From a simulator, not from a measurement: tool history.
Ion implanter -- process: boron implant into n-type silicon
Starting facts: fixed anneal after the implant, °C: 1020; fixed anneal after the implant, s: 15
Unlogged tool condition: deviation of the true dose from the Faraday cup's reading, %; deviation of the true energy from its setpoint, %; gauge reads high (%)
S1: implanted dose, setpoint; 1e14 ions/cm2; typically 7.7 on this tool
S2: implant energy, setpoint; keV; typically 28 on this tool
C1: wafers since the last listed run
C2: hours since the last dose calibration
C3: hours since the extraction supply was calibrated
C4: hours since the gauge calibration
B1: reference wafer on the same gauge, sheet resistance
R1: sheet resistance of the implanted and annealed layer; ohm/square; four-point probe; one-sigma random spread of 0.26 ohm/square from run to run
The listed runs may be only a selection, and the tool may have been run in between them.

Run 1, day 0: usual settings but S1 6.52 1e14 ions/cm2; C1 0; C2 1782.7; C3 2951.4; C4 262.5; B1 118.06. Result: R1 174.31 ohm/square.
Run 2, day 0.521: usual settings but S1 6.52 1e14 ions/cm2; C1 214; C2 1795.2; C3 2963.9; C4 275; B1 118.03. Result: R1 174.89 ohm/square.
Run 3, day 0.904: usual settings; C1 157; C2 1804.4; C3 2973.1; C4 284.2; B1 117.94. Result: R1 151.93 ohm/square.
Run 4, day 1.617: usual settings; C1 292; C2 1821.5; C3 2990.2; C4 301.3; B1 117.92. Result: R1 151.85 ohm/square.
Run 5, day 2.242: usual settings; C1 257; C2 1836.5; C3 3005.2; C4 316.3; B1 118.01. Result: R1 151.88 ohm/square.
Run 6, day 2.842: usual settings but S2 22 keV; C1 246; C2 1850.9; C3 3019.6; C4 330.7; B1 118.03. Result: R1 155.47 ohm/square.
Run 7, day 3.529: usual settings but S2 22 keV; C1 282; C2 1867.4; C3 3036.1; C4 347.2; B1 117.98. Result: R1 155.34 ohm/square.
Run 8, day 3.862: usual settings but S2 22 keV; C1 137; C2 1875.4; C3 3044.1; C4 355.2; B1 117.96. Result: R1 155.03 ohm/square.
Run 9, day 4.742: usual settings; C1 361; C2 1896.5; C3 3065.2; C4 376.3; B1 117.93. Result: R1 152.28 ohm/square.
Run 10, day 5.242: usual settings; C1 205; C2 1908.5; C3 3077.2; C4 388.3; B1 118.03. Result: R1 151.98 ohm/square.
At day 5.608: extraction supply calibrated.
At day 5.721: Faraday cup replaced and dose calibrated.
Run 11, day 5.942: usual settings; C1 104; C2 5.3; C3 8; C4 405.1; B1 117.97. Result: R1 146.51 ohm/square.
Run 12, day 6.283: usual settings but S1 6.2 1e14 ions/cm2; C1 140; C2 13.5; C3 16.2; C4 413.3; B1 117.96. Result: R1 175.81 ohm/square.
At day 6.579: gauge calibrated.
Run 13, day 6.921: usual settings but S1 6.2 1e14 ions/cm2; C1 262; C2 28.8; C3 31.5; C4 8.2; B1 117.99. Result: R1 176.42 ohm/square.
Run 14, day 7.375: usual settings but S1 6.2 1e14 ions/cm2; C1 186; C2 39.7; C3 42.4; C4 19.1; B1 117.99. Result: R1 176.49 ohm/square.
Run 15, day 8.079: usual settings; C1 289; C2 56.6; C3 59.3; C4 36; B1 117.96. Result: R1 147.16 ohm/square.
Run 16, day 8.662: usual settings but S2 31.5 keV; C1 239; C2 70.6; C3 73.3; C4 50; B1 118. Result: R1 145.38 ohm/square.
Run 17, day 9.242: usual settings; C1 238; C2 84.5; C3 87.2; C4 63.9; B1 118.03. Result: R1 147.06 ohm/square.
Run 18, day 9.721: usual settings but S2 19 keV; C1 197; C2 96; C3 98.7; C4 75.4; B1 118.02. Result: R1 152.45 ohm/square.
Run 19, day 10.188: usual settings but S1 6.74 1e14 ions/cm2; C1 191; C2 107.2; C3 109.9; C4 86.6; B1 118.01. Result: R1 164.64 ohm/square.
Run 20, day 12.046: usual settings but S1 5.87 1e14 ions/cm2; C1 764; C2 151.8; C3 154.5; C4 131.2; B1 118. Result: R1 184.5 ohm/square.
Run 21, day 12.633: usual settings; C1 241; C2 165.9; C3 168.6; C4 145.3; B1 117.93. Result: R1 147.56 ohm/square.
Run 22, day 13.058: usual settings but S1 9.08 1e14 ions/cm2; C1 174; C2 176.1; C3 178.8; C4 155.5; B1 118.04. Result: R1 128.28 ohm/square.
Run 23, day 13.692: usual settings; C1 260; C2 191.3; C3 194; C4 170.7; B1 118.02. Result: R1 147.02 ohm/square.
Run 24, day 14.262: usual settings but S1 6.12 1e14 ions/cm2, S2 22.5 keV; C1 234; C2 205; C3 207.7; C4 184.4; B1 117.96. Result: R1 182.72 ohm/square.
Run 25, day 14.95: usual settings; C1 282; C2 221.5; C3 224.2; C4 200.9; B1 118.04. Result: R1 148.04 ohm/square.
Run 26, day 15.254: usual settings but S1 9.1 1e14 ions/cm2; C1 125; C2 228.8; C3 231.5; C4 208.2; B1 118.02. Result: R1 128.01 ohm/square.
Run 27, day 15.6: usual settings but S1 5.62 1e14 ions/cm2, S2 20.5 keV; C1 142; C2 237.1; C3 239.8; C4 216.5; B1 117.99. Result: R1 199.15 ohm/square.
Run 28, day 16.246: usual settings but S1 5.83 1e14 ions/cm2, S2 19 keV; C1 265; C2 252.6; C3 255.3; C4 232; B1 117.91. Result: R1 194.43 ohm/square.
Run 29, day 16.667: usual settings but S1 5.42 1e14 ions/cm2, S2 20.5 keV; C1 173; C2 262.7; C3 265.4; C4 242.1; B1 117.98. Result: R1 205.19 ohm/square.
Run 30, day 17.054: usual settings but S1 9.46 1e14 ions/cm2; C1 159; C2 272; C3 274.7; C4 251.4; B1 118.06. Result: R1 123.92 ohm/square.
Run 31, day 17.788: usual settings but S1 8.55 1e14 ions/cm2, S2 24 keV; C1 301; C2 289.6; C3 292.3; C4 269; B1 118.08. Result: R1 136.86 ohm/square.

Table of differences, measured result less the result of that run with no hidden state. Run-to-run variation is the same in both. Gauge scatter possibly is not:
run     R1
  1  +5.53
  2  +5.59
  3  +4.91
  4  +4.96
  5  +5.01
  6  +5.29
  7  +5.34
  8  +5.35
  9  +5.21
 10  +5.24
 11  -0.07
 12  -0.04
 13     +0
 14  +0.05
 15  +0.09
 16  +0.12
 17  +0.17
 18  +0.22
 19  +0.27
 20  +0.46
 21  +0.41
 22  +0.38
 23  +0.48
 24  +0.65
 25  +0.57
 26  +0.51
 27  +0.84
 28  +0.88
 29  +0.96
 30   +0.6
 31  +0.73

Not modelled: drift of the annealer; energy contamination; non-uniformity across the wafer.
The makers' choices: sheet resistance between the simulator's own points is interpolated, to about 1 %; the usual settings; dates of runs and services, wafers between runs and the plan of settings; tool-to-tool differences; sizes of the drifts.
